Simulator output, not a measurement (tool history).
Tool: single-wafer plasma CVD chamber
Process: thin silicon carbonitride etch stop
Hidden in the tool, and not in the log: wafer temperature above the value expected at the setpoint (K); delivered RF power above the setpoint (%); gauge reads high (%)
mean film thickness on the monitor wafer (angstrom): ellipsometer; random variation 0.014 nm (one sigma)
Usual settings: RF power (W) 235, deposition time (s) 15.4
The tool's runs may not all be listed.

run    hour  RF power (W)  deposition time (s)  wafers since the last listed run  hours since the last thermocouple change  hours since the last RF generator calibration  hours since the showerhead was replaced  hours since the gauge calibration  read-back reference wafer on the same gauge, thickness_nm  mean film thickness on the monitor wafer (angstrom)
  1       0           235                 15.4                                 0                                     788.4                                         2185.2                                   6347.7                                679                                                      8.741                                                91.02
  2      39           235                 15.4                              1031                                     827.4                                         2224.2                                   6386.7                                718                                                      8.738                                                90.93
  3   108.4           235                 15.4                              1835                                     896.8                                         2293.6                                   6456.1                              787.4                                                      8.738                                                   91
  4   153.6           235                 15.4                              1195                                       942                                         2338.8                                   6501.3                              832.6                                                      8.739                                                91.11
  5   195.2           235                 15.4                              1100                                     983.6                                         2380.4                                   6542.9                              874.2                                                      8.742                                                90.89
  6     262           235                 15.4                              1766                                    1050.4                                         2447.2                                   6609.7                                941                                                      8.741                                                91.14
  7   286.1           235                 15.4                               637                                    1074.5                                         2471.3                                   6633.8                              965.1                                                      8.742                                                90.92
  8   345.5           235                 15.4                              1570                                    1133.9                                         2530.7                                   6693.2                             1024.5                                                      8.739                                                91.12
  9   373.4           235                 15.4                               737                                    1161.8                                         2558.6                                   6721.1                             1052.4                                                       8.74                                                91.02
      394.3  -- RF generator calibrated
 10   430.5           235                 15.4                              1298                                    1218.9                                           36.2                                   6778.2                             1109.5                                                       8.74                                                92.27
 11   466.4           235                 15.4                               949                                    1254.8                                           72.1                                   6814.1                             1145.4                                                      8.738                                                92.27
 12   501.9           220                 16.8                               938                                    1290.3                                          107.6                                   6849.6                             1180.9                                                       8.74                                                99.67
      546.7  -- showerhead replaced
 13   551.7           220                 16.8                              1105                                    1340.1                                          157.4                                        5                             1230.7                                                      8.741                                                99.29
 14   607.8           195                 15.4                              1483                                    1396.2                                          213.5                                     61.1                             1286.8                                                      8.738                                                89.16
 15   652.5           265                 14.1                              1182                                    1440.9                                          258.2                                    105.8                             1331.5                                                      8.739                                                 86.2
 16     698           235                 15.4                              1203                                    1486.4                                          303.7                                    151.3                               1377                                                      8.743                                                91.94
      716.5  -- gauge calibrated
 17   741.6           235                 15.4                              1153                                      1530                                          347.3                                    194.9                               25.1                                                       8.74                                                91.67
 18   810.7           275                 14.2                              1827                                    1599.1                                          416.4                                      264                               94.2                                                      8.743                                                87.17
 19     836           275                 13.6                               669                                    1624.4                                          441.7                                    289.3                              119.5                                                      8.741                                                83.34
 20   903.2           195                 13.6                              1777                                    1691.6                                          508.9                                    356.5                              186.7                                                      8.742                                                78.77
 21     929           205                 13.4                               682                                    1717.4                                          534.7                                    382.3                              212.5                                                      8.742                                                77.83
 22   998.5           280                 17.4                              1837                                    1786.9                                          604.2                                    451.8                                282                                                      8.741                                               106.73
     1013.3  -- thermocouple changed; heater temperature recalibrated
 23  1055.4           190                 16.9                              1293                                      42.1                                          661.1                                    508.7                              338.9                                                      8.744                                                97.03
 24    1120           190                 16.9                              1708                                     106.7                                          725.7                                    573.3                              403.5                                                       8.74                                                96.98
 25  1174.2           220                 15.4                              1433                                     160.9                                          779.9                                    627.5                              457.7                                                      8.741                                                90.58
 26    1199           265                 17.7                               655                                     185.7                                          804.7                                    652.3                              482.5                                                       8.74                                                107.3
 27  1283.9           235                 15.4                              2245                                     270.6                                          889.6                                    737.2                              567.4                                                       8.74                                                91.36

3 ways to go on from here, each from the tool as it stands after run 27. What would each give?
  A  1284.3           235                 13.5                                10                                       271                                            890                                    737.6                              567.8                                                          ?                                                    ?
  B  1284.3           235                 17.1                                10                                       271                                            890                                    737.6                              567.8                                                          ?                                                    ?
  C  1284.3           235                 16.6                                10                                       271                                            890                                    737.6                              567.8                                                          ?                                                    ?

run  read-back reference wafer on the same gauge, thickness_nm  mean film thickness on the monitor wafer (angstrom)
  A                                                      8.739                                                 80.1
  B                                                      8.739                                               101.46
  C                                                      8.739                                                98.49
Without the tool's hidden state the same runs would have given:
run  mean film thickness on the monitor wafer (angstrom)
  A                                                80.94
  B                                               102.53
  C                                                99.53
